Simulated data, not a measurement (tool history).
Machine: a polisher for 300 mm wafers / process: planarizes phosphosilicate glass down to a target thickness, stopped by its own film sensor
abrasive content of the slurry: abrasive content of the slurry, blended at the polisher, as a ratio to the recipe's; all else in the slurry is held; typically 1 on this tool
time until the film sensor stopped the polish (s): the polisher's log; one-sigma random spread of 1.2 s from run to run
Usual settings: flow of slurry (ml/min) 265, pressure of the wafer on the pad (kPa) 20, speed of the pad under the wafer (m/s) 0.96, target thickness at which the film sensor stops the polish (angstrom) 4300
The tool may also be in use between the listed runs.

run	hour	flow of slurry (ml/min)	pressure of the wafer on the pad (kPa)	speed of the pad under the wafer (m/s)	abrasive content of the slurry	target thickness at which the film sensor stops the polish (angstrom)	incoming thickness of the incoming film, nm	time until the film sensor stopped the polish (s)
1	0	265	20	0.96	1	4300	1085	91.6
2	16.6	265	20	0.96	1	4300	1101.1	93.1
3	24.6	265	20	0.96	1	4300	1089.4	93.3
4	39.2	265	20	0.96	1	2790	1110.9	115.8
5	54.2	265	20	0.96	1	2790	1092.5	119.7
6	61.1	265	20	0.72	1	4300	1096.8	122.7
# hour 64.7: slurry nozzle cleaned
7	83.1	265	20	0.96	1	4300	1090	96
8	97.1	265	20	0.96	1.25	4300	1093.6	90
# hour 106.5: worn pad replaced by a new one
# hour 107.4: slurry blender recalibrated
9	107.9	265	20	1.16	0.85	6500	1082.5	54.8
# hour 115.7: head pressure recalibrated
10	116.2	265	20	0.76	1	2030	1104.3	150.2
11	121.5	265	20	0.78	1	4300	1086.2	107.3
# hour 132.7: conditioning disc replaced and pad reconditioned
12	133.2	325	20	1.12	1	3610	1083.6	87.1
13	142.5	265	20	0.96	1	4300	1087	91.2
14	148.9	265	13.8	0.74	0.8	3710	1102	199.4
15	160.6	265	17.2	1.06	1	4300	1093.4	97.2
16	169.5	265	20	0.96	1	4300	1113.3	97.5
17	186.8	265	20	0.96	0.75	4300	1088.9	108.6

Here are 3 independent what-if runs from the current tool condition. What would each one return?
A	187.3	265	20	0.68	1	4300	1085.8	?
B	187.3	240	20	1.08	1	5280	1085.8	?
C	187.3	265	24.8	1.26	1	5230	1085.8	?

run	time until the film sensor stopped the polish (s)
A	119
B	70.9
C	50.4
The same runs, with their run-to-run variation unchanged, on a tool lacking any hidden condition would have given:
run	time until the film sensor stopped the polish (s)
A	115.9
B	69.1
C	49.1

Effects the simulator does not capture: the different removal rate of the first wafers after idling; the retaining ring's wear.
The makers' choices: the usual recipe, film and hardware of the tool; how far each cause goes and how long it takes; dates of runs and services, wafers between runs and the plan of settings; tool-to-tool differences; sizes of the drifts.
